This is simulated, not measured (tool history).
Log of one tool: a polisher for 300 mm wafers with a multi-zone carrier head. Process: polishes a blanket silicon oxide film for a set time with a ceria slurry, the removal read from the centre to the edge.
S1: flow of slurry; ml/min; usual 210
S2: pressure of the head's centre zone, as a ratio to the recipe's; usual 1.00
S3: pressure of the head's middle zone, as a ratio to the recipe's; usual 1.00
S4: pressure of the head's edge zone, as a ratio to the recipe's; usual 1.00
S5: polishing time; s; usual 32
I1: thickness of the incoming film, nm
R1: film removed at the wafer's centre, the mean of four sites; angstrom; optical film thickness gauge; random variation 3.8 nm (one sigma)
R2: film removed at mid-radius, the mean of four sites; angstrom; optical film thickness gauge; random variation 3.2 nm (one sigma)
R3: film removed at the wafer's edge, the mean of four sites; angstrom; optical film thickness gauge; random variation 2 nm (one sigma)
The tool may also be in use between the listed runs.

{"run": 1, "hour": 0.0, "S1": 210, "S2": 1.0, "S3": 1.0, "S4": 1.0, "S5": 32, "I1": 815.8, "R1": 2933, "R2": 3005, "R3": 2944}
{"hour": 28.9, "done": "slurry nozzle cleaned"}
{"run": 2, "hour": 33.0, "S1": 210, "S2": 1.0, "S3": 1.0, "S4": 1.0, "S5": 32, "I1": 806.4, "R1": 2945, "R2": 2966, "R3": 2963}
{"run": 3, "hour": 75.3, "S1": 140, "S2": 1.0, "S3": 1.0, "S4": 1.0, "S5": 32, "I1": 831.0, "R1": 2740, "R2": 2668, "R3": 2777}
{"hour": 96.6, "done": "centre zone pressure recalibrated"}
{"run": 4, "hour": 101.7, "S1": 210, "S2": 1.0, "S3": 1.0, "S4": 1.0, "S5": 32, "I1": 814.1, "R1": 2895, "R2": 2939, "R3": 2870}
{"run": 5, "hour": 160.0, "S1": 260, "S2": 0.91, "S3": 0.9, "S4": 1.05, "S5": 32, "I1": 831.7, "R1": 2739, "R2": 2773, "R3": 3003}
{"run": 6, "hour": 198.1, "S1": 210, "S2": 1.0, "S3": 1.0, "S4": 1.0, "S5": 32, "I1": 822.8, "R1": 2872, "R2": 2859, "R3": 2849}
{"run": 7, "hour": 232.1, "S1": 175, "S2": 0.93, "S3": 1.03, "S4": 1.0, "S5": 32, "I1": 821.4, "R1": 2546, "R2": 2771, "R3": 2772}
{"run": 8, "hour": 280.0, "S1": 270, "S2": 0.95, "S3": 1.07, "S4": 1.0, "S5": 27, "I1": 823.7, "R1": 2297, "R2": 2551, "R3": 2379}
{"hour": 341.6, "done": "edge zone pressure recalibrated"}
{"hour": 342.8, "done": "worn pad replaced by a new one"}
{"run": 9, "hour": 345.6, "S1": 210, "S2": 1.0, "S3": 1.0, "S4": 1.0, "S5": 32, "I1": 812.6, "R1": 2928, "R2": 3021, "R3": 2959}
{"run": 10, "hour": 399.7, "S1": 210, "S2": 1.03, "S3": 1.07, "S4": 1.0, "S5": 32, "I1": 834.4, "R1": 3049, "R2": 3134, "R3": 3001}
{"run": 11, "hour": 430.0, "S1": 175, "S2": 0.88, "S3": 1.0, "S4": 1.0, "S5": 32, "I1": 820.8, "R1": 2578, "R2": 2899, "R3": 2931}
{"hour": 466.3, "done": "carrier head's membrane replaced by a new one"}
{"run": 12, "hour": 490.4, "S1": 210, "S2": 1.0, "S3": 1.0, "S4": 1.0, "S5": 32, "I1": 825.9, "R1": 2884, "R2": 2956, "R3": 2909}
{"run": 13, "hour": 549.7, "S1": 210, "S2": 1.1, "S3": 1.0, "S4": 1.0, "S5": 38, "I1": 801.8, "R1": 3777, "R2": 3453, "R3": 3441}
{"run": 14, "hour": 604.2, "S1": 210, "S2": 1.0, "S3": 1.0, "S4": 1.08, "S5": 37, "I1": 835.9, "R1": 3272, "R2": 3311, "R3": 3432}
{"run": 15, "hour": 668.7, "S1": 160, "S2": 1.0, "S3": 0.91, "S4": 0.94, "S5": 24, "I1": 822.4, "R1": 1972, "R2": 1898, "R3": 1984}
{"run": 16, "hour": 711.9, "S1": 210, "S2": 1.07, "S3": 1.0, "S4": 1.0, "S5": 32, "I1": 814.7, "R1": 2919, "R2": 2695, "R3": 2775}
{"run": 17, "hour": 744.8, "S1": 210, "S2": 1.0, "S3": 1.04, "S4": 0.92, "S5": 22, "I1": 813.1, "R1": 1855, "R2": 1945, "R3": 1783}
{"run": 18, "hour": 786.7, "S1": 210, "S2": 1.0, "S3": 1.0, "S4": 1.0, "S5": 32, "I1": 827.6, "R1": 2608, "R2": 2638, "R3": 2677}
{"run": 19, "hour": 829.0, "S1": 180, "S2": 1.09, "S3": 0.89, "S4": 1.0, "S5": 28, "I1": 823.8, "R1": 2352, "R2": 2069, "R3": 2226}
{"hour": 853.6, "done": "worn pad replaced by a new one"}
{"hour": 874.9, "done": "slurry nozzle cleaned"}
{"run": 20, "hour": 881.0, "S1": 230, "S2": 1.09, "S3": 1.09, "S4": 1.0, "S5": 22, "I1": 828.2, "R1": 2267, "R2": 2190, "R3": 2061}
{"run": 21, "hour": 967.2, "S1": 250, "S2": 1.06, "S3": 1.0, "S4": 1.06, "S5": 32, "I1": 817.2, "R1": 3195, "R2": 3084, "R3": 3086}
{"run": 22, "hour": 1004.0, "S1": 260, "S2": 0.89, "S3": 1.1, "S4": 1.0, "S5": 27, "I1": 812.2, "R1": 2276, "R2": 2772, "R3": 2543}

The same runs without the tool's hidden state, with the same run-to-run variation:
The hidden state here: removal rate lost through wear of the pad, %; slurry flow missing at the pad, %; deviation of the centre zone's pressure from its setpoint, %; deviation of the edge zone's pressure from its setpoint, %.
run=1 R1=2980 R2=3053 R3=2991
run=2 R1=3001 R2=3023 R3=3020
run=3 R1=2809 R2=2734 R3=2847
run=4 R1=2981 R2=3027 R3=2955
run=5 R1=2857 R2=2893 R3=3133
run=6 R1=3029 R2=3016 R3=3005
run=7 R1=2715 R2=2955 R3=2957
run=8 R1=2495 R2=2771 R3=2584
run=9 R1=2948 R2=3041 R3=2978
run=10 R1=3075 R2=3160 R3=3026
run=11 R1=2606 R2=2931 R3=2962
run=12 R1=2939 R2=3012 R3=2964
run=13 R1=3895 R2=3561 R3=3549
run=14 R1=3424 R2=3465 R3=3592
run=15 R1=2110 R2=2031 R3=2123
run=16 R1=3181 R2=2937 R3=3024
run=17 R1=2053 R2=2153 R3=1974
run=18 R1=2951 R2=2985 R3=3029
run=19 R1=2729 R2=2400 R3=2583
run=20 R1=2278 R2=2202 R3=2072
run=21 R1=3234 R2=3121 R3=3123
run=22 R1=2316 R2=2820 R3=2588
